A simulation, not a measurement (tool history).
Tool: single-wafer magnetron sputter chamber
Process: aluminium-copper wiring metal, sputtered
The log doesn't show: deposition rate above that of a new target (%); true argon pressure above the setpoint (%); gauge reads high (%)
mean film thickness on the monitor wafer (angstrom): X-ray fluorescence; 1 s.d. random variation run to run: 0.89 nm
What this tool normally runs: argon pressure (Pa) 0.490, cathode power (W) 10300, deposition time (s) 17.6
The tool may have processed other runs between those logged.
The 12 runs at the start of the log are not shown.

| run | hour | argon pressure (Pa) | cathode power (W) | deposition time (s) | wafers since the last listed run | wafers on the sputter target | hours since the last manometer calibration | hours since the magnet pack was replaced | hours since the gauge calibration | read-back reference wafer on the same gauge, thickness_nm | mean film thickness on the monitor wafer (angstrom) |
|---|---|---|---|---|---|---|---|---|---|---|---|
| 13 | 141.3 | 0.490 | 10300 | 17.6 | 421 | 3127 | 2666.8 | 7243.2 | 417.3 | 331.063 | 2883.34 |
|  | 146.8 | gauge calibrated |
| 14 | 155.3 | 0.490 | 8500 | 17.6 | 380 | 3508 | 2680.8 | 7257.2 | 8.5 | 330.983 | 2425.09 |
| 15 | 165.3 | 0.490 | 10300 | 17.6 | 271 | 3779 | 2690.8 | 7267.2 | 18.5 | 331.165 | 2852.62 |
| 16 | 183.0 | 0.589 | 10300 | 17.6 | 480 | 4260 | 2708.5 | 7284.9 | 36.2 | 331.036 | 2712.57 |
| 17 | 195.3 | 0.307 | 11600 | 17.6 | 334 | 4594 | 2720.8 | 7297.2 | 48.5 | 331.092 | 3524.19 |
| 18 | 205.5 | 0.490 | 10300 | 18.7 | 277 | 4871 | 2731.0 | 7307.4 | 58.7 | 330.830 | 3047.61 |
| 19 | 214.9 | 0.490 | 10300 | 17.6 | 255 | 5127 | 2740.4 | 7316.8 | 68.1 | 331.192 | 2875.88 |
| 20 | 223.6 | 0.307 | 8650 | 17.6 | 236 | 5363 | 2749.1 | 7325.5 | 76.8 | 331.081 | 2708.81 |
| 21 | 233.3 | 0.567 | 8500 | 19.2 | 263 | 5627 | 2758.8 | 7335.2 | 86.5 | 331.031 | 2526.51 |
| 22 | 243.9 | 0.685 | 7700 | 17.6 | 287 | 5914 | 2769.4 | 7345.8 | 97.1 | 330.872 | 2006.69 |
| 23 | 251.1 | 0.490 | 10300 | 17.6 | 195 | 6110 | 2776.6 | 7353.0 | 104.3 | 330.817 | 2870.84 |
| 24 | 262.2 | 0.490 | 10300 | 17.6 | 301 | 6412 | 2787.7 | 7364.1 | 115.4 | 330.999 | 2864.16 |
| 25 | 278.7 | 0.490 | 11050 | 14.8 | 448 | 6860 | 2804.2 | 7380.6 | 131.9 | 330.877 | 2578.29 |
| 26 | 289.5 | 0.490 | 8750 | 20.6 | 293 | 7153 | 2815.0 | 7391.4 | 142.7 | 331.027 | 2899.74 |
|  | 299.5 | capacitance manometer re-zeroed and calibrated |
|  | 304.0 | magnet pack replaced |
|  | 312.5 | sputter target and shields replaced |
| 27 | 313.0 | 0.490 | 10300 | 17.6 | 78 | 12 | 13.5 | 9.0 | 166.2 | 331.056 | 2860.64 |
| 28 | 313.3 | 0.490 | 10300 | 17.6 | 8 | 20 | 13.8 | 9.3 | 166.5 | 331.153 | 2883.14 |
| 29 | 316.5 | 0.490 | 8350 | 18.7 | 86 | 107 | 17.0 | 12.5 | 169.7 | 330.923 | 2514.25 |
| 30 | 333.0 | 0.404 | 11850 | 17.6 | 448 | 555 | 33.5 | 29.0 | 186.2 | 330.800 | 3423.46 |
| 31 | 339.0 | 0.308 | 11750 | 14.3 | 162 | 718 | 39.5 | 35.0 | 192.2 | 330.848 | 2915.94 |
| 32 | 369.3 | 0.490 | 12650 | 17.6 | 823 | 1541 | 69.8 | 65.3 | 222.5 | 330.808 | 3472.63 |
| 33 | 384.2 | 0.490 | 10300 | 17.6 | 404 | 1946 | 84.7 | 80.2 | 237.4 | 330.971 | 2888.91 |
| 34 | 399.0 | 0.490 | 10300 | 17.6 | 402 | 2348 | 99.5 | 95.0 | 252.2 | 331.044 | 2884.81 |
| 35 | 407.0 | 0.490 | 10300 | 19.0 | 217 | 2566 | 107.5 | 103.0 | 260.2 | 331.168 | 3105.19 |
| 36 | 419.1 | 0.551 | 10300 | 17.6 | 328 | 2894 | 119.6 | 115.1 | 272.3 | 330.871 | 2780.73 |

Consider 3 possible next runs. They are alternatives, not a sequence: every one starts from the tool as it was left by run 36. What does each give?
| A | 419.5 | 0.345 | 10300 | 17.6 | 10 | 2905 | 120.0 | 115.5 | 272.7 | ? | ? |
| B | 419.5 | 0.490 | 10300 | 20.0 | 10 | 2905 | 120.0 | 115.5 | 272.7 | ? | ? |
| C | 419.5 | 0.395 | 11000 | 15.5 | 10 | 2905 | 120.0 | 115.5 | 272.7 | ? | ? |

| run | read-back reference wafer on the same gauge, thickness_nm | mean film thickness on the monitor wafer (angstrom) |
|---|---|---|
| A | 330.903 | 3124.69 |
| B | 330.903 | 3278.64 |
| C | 330.903 | 2841.93 |
Without the tool's unlogged condition, the same runs would have read:
| run | mean film thickness on the monitor wafer (angstrom) |
|---|---|
| A | 3124.69 |
| B | 3278.64 |
| C | 2841.93 |
